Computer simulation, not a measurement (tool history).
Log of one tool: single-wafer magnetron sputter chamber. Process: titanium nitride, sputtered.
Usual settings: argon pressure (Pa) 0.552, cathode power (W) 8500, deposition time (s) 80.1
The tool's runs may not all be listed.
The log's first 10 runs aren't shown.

run,hour,argon pressure (Pa),cathode power (W),deposition time (s),wafers since the last listed run,wafers on the sputter target,hours since the last manometer calibration,hours since the magnet pack was replaced,hours since the gauge calibration,"read-back reference wafer on the same gauge, thickness_nm",mean film thickness on the monitor wafer (nm)
11,245.8,0.552,8500,80.1,177,974,1822.2,114.2,410.4,100.024,119.983
12,268.2,0.552,8500,80.1,207,1181,1844.6,136.6,432.8,100.014,119.676
13,303.7,0.552,8000,80.1,329,1511,1880.1,172.1,468.3,100.009,112.717
14,320.7,0.552,9300,80.1,157,1668,1897.1,189.1,485.3,100.033,130.571
15,344.4,0.552,8500,80.1,219,1888,1920.8,212.8,509,100.02,119.54
# hour 368.3: capacitance manometer re-zeroed and calibrated
16,368.8,0.615,6400,64.3,152,2040,0.5,237.2,533.4,99.987,70.577
17,389.7,0.487,8500,90.2,193,2234,21.4,258.1,554.3,100.035,134.132
18,413.1,0.552,8500,68,217,2451,44.8,281.5,577.7,100.01,99.745
# hour 414.9: gauge calibrated
19,448,0.346,8500,80.1,323,2775,79.7,316.4,33.1,99.974,122.104
20,473.5,0.552,7400,80.1,236,3011,105.2,341.9,58.6,100.013,102.678
21,505.1,0.552,8500,80.1,293,3304,136.8,373.5,90.2,99.995,117.273
22,522.7,0.552,8500,80.1,163,3468,154.4,391.1,107.8,100.002,117.458
23,535.9,0.552,8500,80.1,122,3590,167.6,404.3,121,99.97,117.44
24,552.3,0.628,10350,80.1,152,3742,184,420.7,137.4,99.997,139.85
25,567.1,0.694,10350,80.1,137,3879,198.8,435.5,152.2,99.978,138.265
26,582,0.552,8500,80.1,138,4018,213.7,450.4,167.1,100,117.317
27,616.4,0.552,8500,80.1,319,4337,248.1,484.8,201.5,99.982,117.218
28,642.1,0.552,8500,80.1,238,4575,273.8,510.5,227.2,99.996,117.264
29,677.6,0.418,8500,75.3,329,4904,309.3,546,262.7,100.004,113.14

The next listed run, before its measurement:
30,695.4,0.38,9600,80.1,165,5069,327.1,563.8,280.5,?,?

read-back reference wafer on the same gauge, thickness_nm: 100.028
mean film thickness on the monitor wafer (nm): 136.522
Without the tool's hidden state the same run would have given mean film thickness on the monitor wafer (nm) 137.809.

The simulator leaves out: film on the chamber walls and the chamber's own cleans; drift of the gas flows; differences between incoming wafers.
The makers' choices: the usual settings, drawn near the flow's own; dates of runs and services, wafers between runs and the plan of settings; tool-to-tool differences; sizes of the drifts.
